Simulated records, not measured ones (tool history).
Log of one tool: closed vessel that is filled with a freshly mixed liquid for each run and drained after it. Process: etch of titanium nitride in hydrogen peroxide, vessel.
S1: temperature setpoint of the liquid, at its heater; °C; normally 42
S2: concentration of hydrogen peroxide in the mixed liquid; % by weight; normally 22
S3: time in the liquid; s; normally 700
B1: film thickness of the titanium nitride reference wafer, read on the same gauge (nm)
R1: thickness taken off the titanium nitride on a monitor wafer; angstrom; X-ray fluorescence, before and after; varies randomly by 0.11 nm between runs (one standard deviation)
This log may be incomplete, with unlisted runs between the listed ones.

run 1 day=0 | S1=42 S2=22 S3=700 | B1=100 | R1=134.8
run 2 day=0.971 | S1=42 S2=22 S3=700 | B1=99.98 | R1=137.5
-- day=1.754 gauge calibrated
run 3 day=1.762 | S1=46.5 S2=22 S3=700 | B1=100.02 | R1=185.3
run 4 day=3.096 | S1=35.5 S2=22 S3=700 | B1=100.01 | R1=82.6
run 5 day=3.65 | S1=42 S2=22 S3=600 | B1=99.99 | R1=118.3
run 6 day=4.479 | S1=42 S2=22 S3=600 | B1=100 | R1=116.6
run 7 day=5.446 | S1=36 S2=26 S3=700 | B1=99.98 | R1=90.2
run 8 day=6.062 | S1=36 S2=26 S3=700 | B1=100 | R1=90.3
run 9 day=6.871 | S1=36 S2=26 S3=700 | B1=100.04 | R1=89.4
run 10 day=7.804 | S1=42 S2=24.5 S3=700 | B1=99.99 | R1=139.6
-- day=8.425 peroxide flow meter replaced
run 11 day=10.883 | S1=42 S2=22 S3=700 | B1=99.99 | R1=137.5
run 12 day=11.938 | S1=42 S2=22 S3=700 | B1=100.03 | R1=140.1
run 13 day=12.692 | S1=42 S2=22 S3=700 | B1=100 | R1=139.2
-- day=13.612 new drum of peroxide connected
run 14 day=14.162 | S1=42 S2=22 S3=700 | B1=100.01 | R1=140.9
run 15 day=15.504 | S1=47 S2=27.5 S3=700 | B1=99.98 | R1=213.8
-- day=15.883 thermometer replaced
run 16 day=16.95 | S1=42 S2=22 S3=700 | B1=99.97 | R1=113.5
run 17 day=18.108 | S1=38.5 S2=17 S3=1070 | B1=100 | R1=126
run 18 day=18.821 | S1=42 S2=22 S3=455 | B1=100.01 | R1=73.1
run 19 day=19.442 | S1=33 S2=18.5 S3=935 | B1=99.99 | R1=72.8
run 20 day=20.346 | S1=46 S2=16 S3=350 | B1=99.99 | R1=71.5
run 21 day=21.258 | S1=50.5 S2=22 S3=560 | B1=100.01 | R1=169.5
-- day=22.554 gauge calibrated
run 22 day=23.733 | S1=36 S2=26 S3=700 | B1=100 | R1=74.6
run 23 day=24.833 | S1=37.5 S2=27.5 S3=540 | B1=100 | R1=66.3
run 24 day=26.221 | S1=36 S2=26 S3=700 | B1=99.99 | R1=77.2
run 25 day=26.829 | S1=32 S2=25 S3=965 | B1=100.03 | R1=75.8
run 26 day=27.471 | S1=48.5 S2=22 S3=700 | B1=100.04 | R1=190.7
run 27 day=28.438 | S1=42 S2=27 S3=1005 | B1=100.01 | R1=175.8
run 28 day=29.467 | S1=47 S2=18 S3=325 | B1=100.01 | R1=75.1
run 29 day=30.079 | S1=42 S2=22 S3=700 | B1=100.04 | R1=116.5

What if the next run were any one of these 4? Each begins from the tool's condition after run 29:
run A day=30.112 | S1=42 S2=27.5 S3=700 | B1=? | R1=?
run B day=30.112 | S1=42 S2=28 S3=455 | B1=? | R1=?
run C day=30.112 | S1=49.5 S2=22 S3=700 | B1=? | R1=?
run D day=30.112 | S1=42 S2=16 S3=700 | B1=? | R1=?

run=A B1=100.06 R1=122.6
run=B B1=100.06 R1=80
run=C B1=100.06 R1=203.4
run=D B1=100.06 R1=109.1
Stripped of hidden state, with their random variation kept, the same runs would have yielded:
run=A R1=117.9
run=B R1=76.9
run=C R1=195.8
run=D R1=104.9

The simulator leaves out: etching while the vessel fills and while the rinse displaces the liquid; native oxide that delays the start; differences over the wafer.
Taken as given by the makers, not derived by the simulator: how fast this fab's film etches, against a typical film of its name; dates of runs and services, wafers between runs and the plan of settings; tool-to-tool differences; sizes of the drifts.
